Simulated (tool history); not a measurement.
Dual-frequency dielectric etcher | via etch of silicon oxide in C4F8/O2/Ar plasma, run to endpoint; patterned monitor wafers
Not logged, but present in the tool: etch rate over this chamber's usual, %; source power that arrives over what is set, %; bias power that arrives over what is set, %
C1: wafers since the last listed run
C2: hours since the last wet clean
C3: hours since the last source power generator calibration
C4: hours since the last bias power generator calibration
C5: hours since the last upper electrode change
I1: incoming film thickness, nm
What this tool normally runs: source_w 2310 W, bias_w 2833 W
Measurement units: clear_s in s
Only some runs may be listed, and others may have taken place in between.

{"run": 1, "day": 0.0, "source_w": 2310, "bias_w": 2833, "C1": 0, "C2": 363, "C3": 1471.4, "C4": 2238.7, "C5": 4926.8, "I1": 923.2, "clear_s": 163.7}
{"run": 2, "day": 0.817, "source_w": 2310, "bias_w": 2833, "C1": 118, "C2": 382.6, "C3": 1491, "C4": 2258.3, "C5": 4946.4, "I1": 922.7, "clear_s": 162}
{"run": 3, "day": 1.275, "source_w": 2310, "bias_w": 2833, "C1": 66, "C2": 393.6, "C3": 1502, "C4": 2269.3, "C5": 4957.4, "I1": 929.4, "clear_s": 165.1}
{"run": 4, "day": 1.712, "source_w": 2310, "bias_w": 2833, "C1": 63, "C2": 404.1, "C3": 1512.5, "C4": 2279.8, "C5": 4967.9, "I1": 933, "clear_s": 165.4}
{"run": 5, "day": 2.371, "source_w": 2310, "bias_w": 2833, "C1": 95, "C2": 419.9, "C3": 1528.3, "C4": 2295.6, "C5": 4983.7, "I1": 929.3, "clear_s": 164.2}
{"run": 6, "day": 2.954, "source_w": 2310, "bias_w": 2833, "C1": 84, "C2": 433.9, "C3": 1542.3, "C4": 2309.6, "C5": 4997.7, "I1": 921.2, "clear_s": 165.2}
{"run": 7, "day": 3.633, "source_w": 2310, "bias_w": 2833, "C1": 98, "C2": 450.2, "C3": 1558.6, "C4": 2325.9, "C5": 5014, "I1": 924.7, "clear_s": 166.5}
{"run": 8, "day": 4.338, "source_w": 2310, "bias_w": 2833, "C1": 102, "C2": 467.1, "C3": 1575.5, "C4": 2342.8, "C5": 5030.9, "I1": 925.7, "clear_s": 165.8}
{"run": 9, "day": 4.725, "source_w": 2310, "bias_w": 2833, "C1": 56, "C2": 476.4, "C3": 1584.8, "C4": 2352.1, "C5": 5040.2, "I1": 928.3, "clear_s": 164.2}
{"day": 6.004, "done": "upper electrode replaced"}
{"run": 10, "day": 6.025, "source_w": 2310, "bias_w": 2833, "C1": 43, "C2": 507.6, "C3": 1616, "C4": 2383.3, "C5": 0.5, "I1": 924.8, "clear_s": 166.5}
{"run": 11, "day": 6.042, "source_w": 2310, "bias_w": 2833, "C1": 2, "C2": 508, "C3": 1616.4, "C4": 2383.7, "C5": 0.9, "I1": 925.7, "clear_s": 165.2}
{"run": 12, "day": 6.258, "source_w": 2310, "bias_w": 2378, "C1": 31, "C2": 513.2, "C3": 1621.6, "C4": 2388.9, "C5": 6.1, "I1": 927.8, "clear_s": 175.8}
{"run": 13, "day": 6.842, "source_w": 2310, "bias_w": 2378, "C1": 84, "C2": 527.2, "C3": 1635.6, "C4": 2402.9, "C5": 20.1, "I1": 924.5, "clear_s": 175.4}
{"run": 14, "day": 7.121, "source_w": 2310, "bias_w": 2833, "C1": 40, "C2": 533.9, "C3": 1642.3, "C4": 2409.6, "C5": 26.8, "I1": 921.8, "clear_s": 166.9}
{"run": 15, "day": 7.621, "source_w": 2310, "bias_w": 2833, "C1": 72, "C2": 545.9, "C3": 1654.3, "C4": 2421.6, "C5": 38.8, "I1": 933.2, "clear_s": 167.4}
{"run": 16, "day": 7.962, "source_w": 2310, "bias_w": 2833, "C1": 49, "C2": 554.1, "C3": 1662.5, "C4": 2429.8, "C5": 47, "I1": 936.3, "clear_s": 166.7}
{"run": 17, "day": 8.246, "source_w": 2310, "bias_w": 2833, "C1": 41, "C2": 560.9, "C3": 1669.3, "C4": 2436.6, "C5": 53.8, "I1": 927.8, "clear_s": 168.3}
{"day": 8.612, "done": "source power generator calibrated"}
{"day": 9.75, "done": "wet clean of the chamber"}
{"run": 18, "day": 9.771, "source_w": 2570, "bias_w": 2586, "C1": 52, "C2": 0.5, "C3": 27.8, "C4": 2473.2, "C5": 90.4, "I1": 928.2, "clear_s": 153.9}
{"run": 19, "day": 9.788, "source_w": 2310, "bias_w": 2833, "C1": 2, "C2": 0.9, "C3": 28.2, "C4": 2473.6, "C5": 90.8, "I1": 927.9, "clear_s": 159.8}
{"run": 20, "day": 9.8, "source_w": 2310, "bias_w": 2378, "C1": 1, "C2": 1.2, "C3": 28.5, "C4": 2473.9, "C5": 91.1, "I1": 930.6, "clear_s": 168.4}
{"run": 21, "day": 10.279, "source_w": 2150, "bias_w": 2581, "C1": 69, "C2": 12.7, "C3": 40, "C4": 2485.4, "C5": 102.6, "I1": 930.1, "clear_s": 172.5}
{"run": 22, "day": 10.704, "source_w": 1870, "bias_w": 2156, "C1": 61, "C2": 22.9, "C3": 50.2, "C4": 2495.6, "C5": 112.8, "I1": 918.6, "clear_s": 200.9}
{"run": 23, "day": 11.4, "source_w": 2840, "bias_w": 2487, "C1": 101, "C2": 39.6, "C3": 66.9, "C4": 2512.3, "C5": 129.5, "I1": 925.6, "clear_s": 146.2}
{"run": 24, "day": 11.783, "source_w": 2850, "bias_w": 2207, "C1": 55, "C2": 48.8, "C3": 76.1, "C4": 2521.5, "C5": 138.7, "I1": 929, "clear_s": 152.1}
{"run": 25, "day": 12.062, "source_w": 2310, "bias_w": 2833, "C1": 40, "C2": 55.5, "C3": 82.8, "C4": 2528.2, "C5": 145.4, "I1": 934.1, "clear_s": 162.3}
{"run": 26, "day": 12.417, "source_w": 1940, "bias_w": 2294, "C1": 51, "C2": 64, "C3": 91.3, "C4": 2536.7, "C5": 153.9, "I1": 930.5, "clear_s": 190.5}
{"day": 12.9, "done": "bias power generator calibrated"}
{"run": 27, "day": 12.958, "source_w": 2820, "bias_w": 3334, "C1": 54, "C2": 77, "C3": 104.3, "C4": 1.4, "C5": 166.9, "I1": 935.6, "clear_s": 136.5}
{"run": 28, "day": 13.617, "source_w": 2000, "bias_w": 2585, "C1": 95, "C2": 92.8, "C3": 120.1, "C4": 17.2, "C5": 182.7, "I1": 926.5, "clear_s": 181.4}
{"run": 29, "day": 14.054, "source_w": 1870, "bias_w": 2153, "C1": 63, "C2": 103.3, "C3": 130.6, "C4": 27.7, "C5": 193.2, "I1": 925.2, "clear_s": 201}
{"run": 30, "day": 14.617, "source_w": 2310, "bias_w": 2833, "C1": 81, "C2": 116.8, "C3": 144.1, "C4": 41.2, "C5": 206.7, "I1": 932.1, "clear_s": 161.8}
{"run": 31, "day": 15.092, "source_w": 2490, "bias_w": 2833, "C1": 69, "C2": 128.2, "C3": 155.5, "C4": 52.6, "C5": 218.1, "I1": 924.2, "clear_s": 152.8}
{"run": 32, "day": 15.492, "source_w": 2560, "bias_w": 3482, "C1": 58, "C2": 137.8, "C3": 165.1, "C4": 62.2, "C5": 227.7, "I1": 929.7, "clear_s": 143.8}
{"run": 33, "day": 16.133, "source_w": 2000, "bias_w": 3047, "C1": 93, "C2": 153.2, "C3": 180.5, "C4": 77.6, "C5": 243.1, "I1": 932.1, "clear_s": 175}
{"run": 34, "day": 16.725, "source_w": 1750, "bias_w": 3078, "C1": 86, "C2": 167.4, "C3": 194.7, "C4": 91.8, "C5": 257.3, "I1": 928.1, "clear_s": 193.4}
{"run": 35, "day": 17.471, "source_w": 2520, "bias_w": 3534, "C1": 108, "C2": 185.3, "C3": 212.6, "C4": 109.7, "C5": 275.2, "I1": 926.6, "clear_s": 143.5}
{"run": 36, "day": 18.004, "source_w": 2310, "bias_w": 2833, "C1": 77, "C2": 198.1, "C3": 225.4, "C4": 122.5, "C5": 288, "I1": 929.6, "clear_s": 162.7}

Measured less the same run without the tool's hidden state. The same run-to-run variation is in both; the gauge's scatter may not be:
run=1 clear_s=+4.1
run=2 clear_s=+4.3
run=3 clear_s=+4.5
run=4 clear_s=+4.7
run=5 clear_s=+4.9
run=6 clear_s=+5.1
run=7 clear_s=+5.4
run=8 clear_s=+5.6
run=9 clear_s=+5.8
run=10 clear_s=+6.3
run=11 clear_s=+6.2
run=12 clear_s=+6.7
run=13 clear_s=+7
run=14 clear_s=+6.7
run=15 clear_s=+6.9
run=16 clear_s=+6.9
run=17 clear_s=+7.1
run=18 clear_s=-0.3
run=19 clear_s=-0.3
run=20 clear_s=-0.3
run=21 clear_s=-0.2
run=22 clear_s=+0.1
run=23 clear_s=+0.2
run=24 clear_s=+0.4
run=25 clear_s=+0.5
run=26 clear_s=+0.7
run=27 clear_s=+0.6
run=28 clear_s=+1.2
run=29 clear_s=+1.5
run=30 clear_s=+1.4
run=31 clear_s=+1.4
run=32 clear_s=+1.5
run=33 clear_s=+2
run=34 clear_s=+2.5
run=35 clear_s=+2.1
run=36 clear_s=+2.6
